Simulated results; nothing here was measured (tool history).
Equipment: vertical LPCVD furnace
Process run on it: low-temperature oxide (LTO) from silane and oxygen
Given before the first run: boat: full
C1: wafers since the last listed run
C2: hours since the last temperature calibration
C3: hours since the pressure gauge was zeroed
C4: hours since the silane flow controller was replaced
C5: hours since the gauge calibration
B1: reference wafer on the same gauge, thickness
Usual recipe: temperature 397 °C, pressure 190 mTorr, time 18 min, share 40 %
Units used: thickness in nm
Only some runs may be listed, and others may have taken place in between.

Run 1, hour 0: usual settings but temperature 388 °C, pressure 210 mTorr; C1 0; C2 1124.1; C3 2030.4; C4 3717.4; C5 583.4; B1 168. Result: thickness 154.14 nm.
Run 2, hour 208.1: usual settings but temperature 388 °C, pressure 210 mTorr; C1 2752; C2 1332.2; C3 2238.5; C4 3925.5; C5 791.5; B1 168.03. Result: thickness 154.96 nm.
Run 3, hour 260: usual settings but temperature 388 °C, pressure 210 mTorr; C1 686; C2 1384.1; C3 2290.4; C4 3977.4; C5 843.4; B1 168.01. Result: thickness 154.19 nm.
Run 4, hour 294.9: usual settings; C1 461; C2 1419; C3 2325.3; C4 4012.3; C5 878.3; B1 167.97. Result: thickness 155.3 nm.
Run 5, hour 335.5: usual settings; C1 536; C2 1459.6; C3 2365.9; C4 4052.9; C5 918.9; B1 168. Result: thickness 154.7 nm.
Run 6, hour 401.8: usual settings; C1 876; C2 1525.9; C3 2432.2; C4 4119.2; C5 985.2; B1 167.97. Result: thickness 154.41 nm.
Run 7, hour 439.4: usual settings but share 35 %; C1 497; C2 1563.5; C3 2469.8; C4 4156.8; C5 1022.8; B1 167.97. Result: thickness 130.91 nm.
Run 8, hour 469.4: usual settings but share 35 %; C1 396; C2 1593.5; C3 2499.8; C4 4186.8; C5 1052.8; B1 167.99. Result: thickness 131.17 nm.
Run 9, hour 499.6: usual settings but share 35 %; C1 399; C2 1623.7; C3 2530; C4 4217; C5 1083; B1 167.95. Result: thickness 131.54 nm.
Run 10, hour 530.9: usual settings; C1 413; C2 1655; C3 2561.3; C4 4248.3; C5 1114.3; B1 167.88. Result: thickness 155.31 nm.
Run 11, hour 590.7: usual settings; C1 790; C2 1714.8; C3 2621.1; C4 4308.1; C5 1174.1; B1 168.04. Result: thickness 155.29 nm.
Run 12, hour 700.4: usual settings but share 43 %; C1 1450; C2 1824.5; C3 2730.8; C4 4417.8; C5 1283.8; B1 167.99. Result: thickness 169.38 nm.
Run 13, hour 736.3: usual settings; C1 474; C2 1860.4; C3 2766.7; C4 4453.7; C5 1319.7; B1 168.02. Result: thickness 155.12 nm.
Run 14, hour 770.4: usual settings; C1 451; C2 1894.5; C3 2800.8; C4 4487.8; C5 1353.8; B1 167.94. Result: thickness 155.97 nm.
Run 15, hour 797.2: usual settings but share 35 %; C1 354; C2 1921.3; C3 2827.6; C4 4514.6; C5 1380.6; B1 168.02. Result: thickness 130.9 nm.
At hour 851: gauge calibrated.
Run 16, hour 852.7: usual settings; C1 734; C2 1976.8; C3 2883.1; C4 4570.1; C5 1.7; B1 167.98. Result: thickness 155.26 nm.
Run 17, hour 882.6: usual settings but temperature 389 °C; C1 395; C2 2006.7; C3 2913; C4 4600; C5 31.6; B1 168.08. Result: thickness 141.77 nm.
Run 18, hour 909.3: usual settings; C1 353; C2 2033.4; C3 2939.7; C4 4626.7; C5 58.3; B1 167.99. Result: thickness 155.18 nm.
Run 19, hour 949.1: usual settings; C1 526; C2 2073.2; C3 2979.5; C4 4666.5; C5 98.1; B1 167.92. Result: thickness 155.42 nm.
At hour 1066.3: pressure gauge zeroed.
Run 20, hour 1066.8: usual settings but temperature 388 °C, pressure 210 mTorr; C1 1239; C2 2190.9; C3 0.5; C4 4784.2; C5 215.8; B1 168.07. Result: thickness 155.33 nm.
Run 21, hour 1088.3: usual settings but temperature 394 °C, time 11 min; C1 284; C2 2212.4; C3 22; C4 4805.7; C5 237.3; B1 167.94. Result: thickness 91.65 nm.
Run 22, hour 1125.9: usual settings but temperature 386 °C, pressure 220 mTorr, time 15 min, share 45 %; C1 497; C2 2250; C3 59.6; C4 4843.3; C5 274.9; B1 168.01. Result: thickness 152.04 nm.
Run 23, hour 1176.5: usual settings but temperature 389 °C, time 14.5 min, share 46 %; C1 669; C2 2300.6; C3 110.2; C4 4893.9; C5 325.5; B1 167.94. Result: thickness 133.63 nm.
Run 24, hour 1242: usual settings but temperature 404 °C, share 35 %; C1 866; C2 2366.1; C3 175.7; C4 4959.4; C5 391; B1 167.97. Result: thickness 142.23 nm.
At hour 1287: silane flow controller replaced.
Run 25, hour 1296.4: usual settings but temperature 393 °C, pressure 150 mTorr, share 34 %; C1 402; C2 2420.5; C3 230.1; C4 9.4; C5 445.4; B1 167.98. Result: thickness 95.22 nm.
At hour 1350.1: thermocouples replaced and temperature profile calibrated.
Run 26, hour 1350.6: usual settings but temperature 387 °C, pressure 215 mTorr, time 23 min, share 47 %; C1 399; C2 0.5; C3 284.3; C4 63.6; C5 499.6; B1 167.95. Result: thickness 231.3 nm.
Run 27, hour 1371: usual settings; C1 269; C2 20.9; C3 304.7; C4 84; C5 520; B1 168.01. Result: thickness 150.14 nm.
Run 28, hour 1442.1: usual settings but time 13.5 min, share 43 %; C1 940; C2 92; C3 375.8; C4 155.1; C5 591.1; B1 168. Result: thickness 123.04 nm.
Run 29, hour 1643.6: usual settings but temperature 393 °C, share 44 %; C1 2665; C2 293.5; C3 577.3; C4 356.6; C5 792.6; B1 168.06. Result: thickness 161.61 nm.
Run 30, hour 1685: usual settings but share 32 %; C1 547; C2 334.9; C3 618.7; C4 398; C5 834; B1 168.12. Result: thickness 112.7 nm.
Run 31, hour 1755.2: usual settings but time 24 min, share 36 %; C1 928; C2 405.1; C3 688.9; C4 468.2; C5 904.2; B1 168.07. Result: thickness 177.7 nm.

What if the next run were any one of these 4? Each begins from the tool's condition after run 31:
Run A, hour 1759.9: usual settings; C1 62; C2 409.8; C3 693.6; C4 472.9; C5 908.9; B1 ?. Result: thickness ?.
Run B, hour 1759.9: usual settings but pressure 165 mTorr, time 23 min, share 37 %; C1 62; C2 409.8; C3 693.6; C4 472.9; C5 908.9; B1 ?. Result: thickness ?.
Run C, hour 1759.9: usual settings but time 23.5 min, share 35 %; C1 62; C2 409.8; C3 693.6; C4 472.9; C5 908.9; B1 ?. Result: thickness ?.
Run D, hour 1759.9: usual settings but temperature 407 °C; C1 62; C2 409.8; C3 693.6; C4 472.9; C5 908.9; B1 ?. Result: thickness ?.

run      B1  thickness
  A  167.99     152.21
  B  167.99     153.33
  C  167.99     167.71
  D  167.99     169.67
Without the tool's hidden state the same runs would have given:
run  thickness
  A     149.14
  B     150.17
  C      164.2
  D     166.38
